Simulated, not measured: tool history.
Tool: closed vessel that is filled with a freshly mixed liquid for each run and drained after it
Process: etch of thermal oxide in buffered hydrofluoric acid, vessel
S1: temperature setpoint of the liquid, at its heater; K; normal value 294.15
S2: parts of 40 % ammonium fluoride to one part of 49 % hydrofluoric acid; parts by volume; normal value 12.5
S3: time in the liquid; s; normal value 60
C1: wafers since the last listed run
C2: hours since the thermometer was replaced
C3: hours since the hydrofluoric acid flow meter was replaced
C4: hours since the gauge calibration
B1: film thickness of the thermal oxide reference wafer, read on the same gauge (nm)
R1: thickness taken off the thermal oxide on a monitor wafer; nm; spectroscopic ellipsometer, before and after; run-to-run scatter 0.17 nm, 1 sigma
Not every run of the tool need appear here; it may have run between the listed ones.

Run 1, hour 0.0: usual settings; C1 0; C2 3052.6; C3 2160.5; C4 324.8; B1 140.02. Result: R1 45.84 nm.
Run 2, hour 13.8: usual settings but S3 40 s; C1 1327; C2 3066.4; C3 2174.3; C4 338.6; B1 139.97. Result: R1 30.40 nm.
Run 3, hour 27.3: usual settings but S3 40 s; C1 1298; C2 3079.9; C3 2187.8; C4 352.1; B1 139.99. Result: R1 30.29 nm.
Run 4, hour 41.2: usual settings but S3 40 s; C1 1336; C2 3093.8; C3 2201.7; C4 366.0; B1 140.01. Result: R1 30.34 nm.
Run 5, hour 51.4: usual settings but S2 16.5 parts by volume; C1 980; C2 3104.0; C3 2211.9; C4 376.2; B1 140.00. Result: R1 34.81 nm.
Run 6, hour 59.7: usual settings; C1 798; C2 3112.3; C3 2220.2; C4 384.5; B1 139.98. Result: R1 45.75 nm.
At hour 76.7: hydrofluoric acid flow meter replaced.
Run 7, hour 77.2: usual settings; C1 1586; C2 3129.8; C3 0.5; C4 402.0; B1 140.03. Result: R1 51.62 nm.
Run 8, hour 91.3: usual settings; C1 1355; C2 3143.9; C3 14.6; C4 416.1; B1 139.99. Result: R1 51.44 nm.
Run 9, hour 103.1: usual settings; C1 1134; C2 3155.7; C3 26.4; C4 427.9; B1 140.02. Result: R1 51.81 nm.
Run 10, hour 109.2: usual settings; C1 586; C2 3161.8; C3 32.5; C4 434.0; B1 140.01. Result: R1 51.86 nm.
Run 11, hour 124.7: usual settings; C1 1490; C2 3177.3; C3 48.0; C4 449.5; B1 139.99. Result: R1 51.54 nm.
Run 12, hour 130.8: usual settings; C1 586; C2 3183.4; C3 54.1; C4 455.6; B1 140.01. Result: R1 51.84 nm.
Run 13, hour 143.1: usual settings; C1 1182; C2 3195.7; C3 66.4; C4 467.9; B1 139.98. Result: R1 51.96 nm.
Run 14, hour 149.4: usual settings; C1 605; C2 3202.0; C3 72.7; C4 474.2; B1 140.02. Result: R1 51.79 nm.
Run 15, hour 155.8: usual settings but S1 291.65 K, S2 10.5 parts by volume, S3 95 s; C1 615; C2 3208.4; C3 79.1; C4 480.6; B1 139.99. Result: R1 84.53 nm.
Run 16, hour 162.3: usual settings; C1 625; C2 3214.9; C3 85.6; C4 487.1; B1 140.01. Result: R1 51.52 nm.
At hour 167.5: gauge calibrated.
Run 17, hour 174.3: usual settings but S3 35 s; C1 1153; C2 3226.9; C3 97.6; C4 6.8; B1 140.04. Result: R1 30.13 nm.
Run 18, hour 185.4: usual settings but S1 290.65 K, S2 16.5 parts by volume, S3 30 s; C1 1067; C2 3238.0; C3 108.7; C4 17.9; B1 140.00. Result: R1 16.27 nm.
Run 19, hour 200.3: usual settings; C1 1432; C2 3252.9; C3 123.6; C4 32.8; B1 139.98. Result: R1 51.92 nm.
Run 20, hour 213.2: usual settings but S2 11.0 parts by volume, S3 85 s; C1 1240; C2 3265.8; C3 136.5; C4 45.7; B1 139.99. Result: R1 82.67 nm.
At hour 214.6: thermometer replaced.
Run 21, hour 224.5: usual settings but S2 14.5 parts by volume, S3 90 s; C1 990; C2 9.9; C3 147.8; C4 57.0; B1 140.00. Result: R1 57.53 nm.
Run 22, hour 233.7: usual settings but S3 85 s; C1 884; C2 19.1; C3 157.0; C4 66.2; B1 140.01. Result: R1 62.82 nm.
Run 23, hour 246.3: usual settings; C1 1211; C2 31.7; C3 169.6; C4 78.8; B1 139.98. Result: R1 44.25 nm.
Run 24, hour 259.7: usual settings but S1 290.15 K, S2 9.5 parts by volume, S3 30 s; C1 1288; C2 45.1; C3 183.0; C4 92.2; B1 139.99. Result: R1 22.78 nm.
Run 25, hour 276.5: usual settings; C1 1615; C2 61.9; C3 199.8; C4 109.0; B1 140.03. Result: R1 44.46 nm.
Run 26, hour 292.5: usual settings but S2 14.0 parts by volume; C1 1538; C2 77.9; C3 215.8; C4 125.0; B1 139.98. Result: R1 39.22 nm.
Run 27, hour 298.6: usual settings but S2 14.5 parts by volume; C1 586; C2 84.0; C3 221.9; C4 131.1; B1 140.02. Result: R1 38.44 nm.
Run 28, hour 307.5: usual settings but S1 296.15 K; C1 855; C2 92.9; C3 230.8; C4 140.0; B1 139.99. Result: R1 49.31 nm.
Run 29, hour 317.2: usual settings but S2 14.0 parts by volume; C1 932; C2 102.6; C3 240.5; C4 149.7; B1 139.99. Result: R1 39.50 nm.
Run 30, hour 329.4: usual settings but S1 291.65 K, S3 40 s; C1 1173; C2 114.8; C3 252.7; C4 161.9; B1 139.97. Result: R1 25.52 nm.
Run 31, hour 338.4: usual settings; C1 865; C2 123.8; C3 261.7; C4 170.9; B1 140.03. Result: R1 43.80 nm.
Run 32, hour 356.3: usual settings; C1 1721; C2 141.7; C3 279.6; C4 188.8; B1 140.01. Result: R1 44.34 nm.

5 options for the next run, each taken on its own from the tool as it stands now. Forecast them:
Run A, hour 357.0: usual settings but S1 291.65 K; C1 67; C2 142.4; C3 280.3; C4 189.5; B1 ?. Result: R1 ?.
Run B, hour 357.0: usual settings but S1 298.65 K, S2 16.0 parts by volume; C1 67; C2 142.4; C3 280.3; C4 189.5; B1 ?. Result: R1 ?.
Run C, hour 357.0: usual settings but S1 290.15 K, S2 8.5 parts by volume, S3 95 s; C1 67; C2 142.4; C3 280.3; C4 189.5; B1 ?. Result: R1 ?.
Run D, hour 357.0: usual settings but S2 17.0 parts by volume; C1 67; C2 142.4; C3 280.3; C4 189.5; B1 ?. Result: R1 ?.
Run E, hour 357.0: usual settings but S1 290.15 K; C1 67; C2 142.4; C3 280.3; C4 189.5; B1 ?. Result: R1 ?.

run      B1     R1
  A  139.99  38.38
  B  139.99  44.34
  C  139.99  78.67
  D  139.99  32.63
  E  139.99  35.24
With no hidden state in the tool, these same runs would have given:
run     R1
  A  39.09
  B  45.19
  C  80.36
  D  33.25
  E  35.89

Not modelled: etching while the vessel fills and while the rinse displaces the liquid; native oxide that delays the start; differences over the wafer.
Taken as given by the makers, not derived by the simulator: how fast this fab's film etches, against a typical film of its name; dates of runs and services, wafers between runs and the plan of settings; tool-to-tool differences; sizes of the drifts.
